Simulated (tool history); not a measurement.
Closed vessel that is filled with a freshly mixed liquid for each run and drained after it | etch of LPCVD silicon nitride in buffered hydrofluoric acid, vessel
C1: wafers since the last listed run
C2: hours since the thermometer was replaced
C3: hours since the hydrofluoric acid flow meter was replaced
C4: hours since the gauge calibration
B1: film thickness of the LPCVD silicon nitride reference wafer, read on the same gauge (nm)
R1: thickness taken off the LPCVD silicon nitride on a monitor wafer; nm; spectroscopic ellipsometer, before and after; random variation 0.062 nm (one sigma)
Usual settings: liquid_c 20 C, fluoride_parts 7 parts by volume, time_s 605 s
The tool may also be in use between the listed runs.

run 1 hour=0 | liquid_c=20 fluoride_parts=6.5 time_s=440 | C1=0 C2=362.4 C3=568.5 C4=1016.6 | B1=110 | R1=9.04
run 2 hour=60.8 | liquid_c=20 fluoride_parts=7 time_s=605 | C1=5078 C2=423.2 C3=629.3 C4=1077.4 | B1=110.01 | R1=11.61
run 3 hour=102.9 | liquid_c=20 fluoride_parts=7 time_s=605 | C1=3516 C2=465.3 C3=671.4 C4=1119.5 | B1=109.96 | R1=11.61
-- hour=104.6 thermometer replaced
-- hour=136.3 hydrofluoric acid flow meter replaced
run 4 hour=166.2 | liquid_c=20 fluoride_parts=7 time_s=605 | C1=5119 C2=61.6 C3=29.9 C4=1182.8 | B1=109.97 | R1=11.55
run 5 hour=228.4 | liquid_c=20 fluoride_parts=7 time_s=605 | C1=5195 C2=123.8 C3=92.1 C4=1245 | B1=109.98 | R1=11.58
run 6 hour=276.9 | liquid_c=20 fluoride_parts=7 time_s=605 | C1=4050 C2=172.3 C3=140.6 C4=1293.5 | B1=110.01 | R1=11.63
run 7 hour=329.7 | liquid_c=20 fluoride_parts=5 time_s=790 | C1=4409 C2=225.1 C3=193.4 C4=1346.3 | B1=109.96 | R1=20.22
run 8 hour=387.5 | liquid_c=20 fluoride_parts=5 time_s=790 | C1=4827 C2=282.9 C3=251.2 C4=1404.1 | B1=110.01 | R1=20.19
run 9 hour=468.2 | liquid_c=20 fluoride_parts=8 time_s=850 | C1=6740 C2=363.6 C3=331.9 C4=1484.8 | B1=110.01 | R1=13.88
run 10 hour=519.5 | liquid_c=24 fluoride_parts=8 time_s=695 | C1=4284 C2=414.9 C3=383.2 C4=1536.1 | B1=110.01 | R1=14.21
-- hour=546.5 thermometer replaced
run 11 hour=554.4 | liquid_c=20 fluoride_parts=7 time_s=605 | C1=2831 C2=7.9 C3=418.1 C4=1571 | B1=110.01 | R1=11.61
run 12 hour=581.6 | liquid_c=20 fluoride_parts=7 time_s=605 | C1=2271 C2=35.1 C3=445.3 C4=1598.2 | B1=110 | R1=11.57
run 13 hour=613.5 | liquid_c=20 fluoride_parts=7 time_s=605 | C1=2664 C2=67 C3=477.2 C4=1630.1 | B1=110.01 | R1=11.63
run 14 hour=646.6 | liquid_c=20 fluoride_parts=7 time_s=605 | C1=2764 C2=100.1 C3=510.3 C4=1663.2 | B1=110.01 | R1=11.6
run 15 hour=705 | liquid_c=22 fluoride_parts=7 time_s=950 | C1=4877 C2=158.5 C3=568.7 C4=1721.6 | B1=110.01 | R1=20.33
run 16 hour=750.4 | liquid_c=23 fluoride_parts=8 time_s=605 | C1=3791 C2=203.9 C3=614.1 C4=1767 | B1=110.02 | R1=11.89
run 17 hour=818.1 | liquid_c=22 fluoride_parts=8 time_s=605 | C1=5654 C2=271.6 C3=681.8 C4=1834.7 | B1=109.99 | R1=11.04
run 18 hour=850 | liquid_c=20 fluoride_parts=5 time_s=605 | C1=2664 C2=303.5 C3=713.7 C4=1866.6 | B1=109.98 | R1=15.41
run 19 hour=904 | liquid_c=20 fluoride_parts=10 time_s=770 | C1=4510 C2=357.5 C3=767.7 C4=1920.6 | B1=110.01 | R1=10.48
-- hour=959.7 hydrofluoric acid flow meter replaced
run 20 hour=972.9 | liquid_c=23.5 fluoride_parts=5 time_s=935 | C1=5671 C2=426.4 C3=13.2 C4=1989.5 | B1=109.99 | R1=29.28
run 21 hour=1000.8 | liquid_c=20 fluoride_parts=5 time_s=450 | C1=2330 C2=454.3 C3=41.1 C4=2017.4 | B1=110.03 | R1=11.47
-- hour=1017.5 thermometer replaced
run 22 hour=1063.3 | liquid_c=20 fluoride_parts=7 time_s=785 | C1=5136 C2=45.8 C3=103.6 C4=2079.9 | B1=110.02 | R1=15.03
run 23 hour=1135.1 | liquid_c=24 fluoride_parts=9 time_s=730 | C1=5996 C2=117.6 C3=175.4 C4=2151.7 | B1=109.98 | R1=13.22
-- hour=1172.8 gauge calibrated
run 24 hour=1185.2 | liquid_c=20 fluoride_parts=7 time_s=605 | C1=4184 C2=167.7 C3=225.5 C4=12.4 | B1=109.98 | R1=11.66
run 25 hour=1239.3 | liquid_c=24 fluoride_parts=7 time_s=605 | C1=4518 C2=221.8 C3=279.6 C4=66.5 | B1=109.99 | R1=14.33
run 26 hour=1291.1 | liquid_c=24 fluoride_parts=9 time_s=860 | C1=4326 C2=273.6 C3=331.4 C4=118.3 | B1=109.98 | R1=15.69
run 27 hour=1435.7 | liquid_c=17 fluoride_parts=7 time_s=905 | C1=12077 C2=418.2 C3=476 C4=262.9 | B1=109.98 | R1=14.53
run 28 hour=1473.3 | liquid_c=23.5 fluoride_parts=8.5 time_s=605 | C1=3140 C2=455.8 C3=513.6 C4=300.5 | B1=110 | R1=11.38
run 29 hour=1533.3 | liquid_c=18 fluoride_parts=7 time_s=405 | C1=5011 C2=515.8 C3=573.6 C4=360.5 | B1=110.03 | R1=6.92
-- hour=1541.1 thermometer replaced
run 30 hour=1596.7 | liquid_c=20 fluoride_parts=6 time_s=605 | C1=5211 C2=55.6 C3=637 C4=423.9 | B1=110.01 | R1=13.23
-- hour=1608 hydrofluoric acid flow meter replaced
run 31 hour=1650.7 | liquid_c=17 fluoride_parts=6 time_s=485 | C1=4426 C2=109.6 C3=42.7 C4=477.9 | B1=110.01 | R1=9.04

5 ways to go on from here, each from the tool as it stands after run 31. What would each give?
run A hour=1651.5 | liquid_c=20 fluoride_parts=9 time_s=605 | C1=66 C2=110.4 C3=43.5 C4=478.7 | B1=? | R1=?
run B hour=1651.5 | liquid_c=22.5 fluoride_parts=5.5 time_s=270 | C1=66 C2=110.4 C3=43.5 C4=478.7 | B1=? | R1=?
run C hour=1651.5 | liquid_c=20 fluoride_parts=8 time_s=605 | C1=66 C2=110.4 C3=43.5 C4=478.7 | B1=? | R1=?
run D hour=1651.5 | liquid_c=23 fluoride_parts=8.5 time_s=965 | C1=66 C2=110.4 C3=43.5 C4=478.7 | B1=? | R1=?
run E hour=1651.5 | liquid_c=17 fluoride_parts=5.5 time_s=960 | C1=66 C2=110.4 C3=43.5 C4=478.7 | B1=? | R1=?

run=A B1=109.98 R1=8.86
run=B B1=109.98 R1=7.34
run=C B1=109.98 R1=10.07
run=D B1=109.98 R1=17.77
run=E B1=109.98 R1=19.19
Without the tool's hidden state the same runs would have given:
run=A R1=8.86
run=B R1=7.34
run=C R1=10.07
run=D R1=17.77
run=E R1=19.19
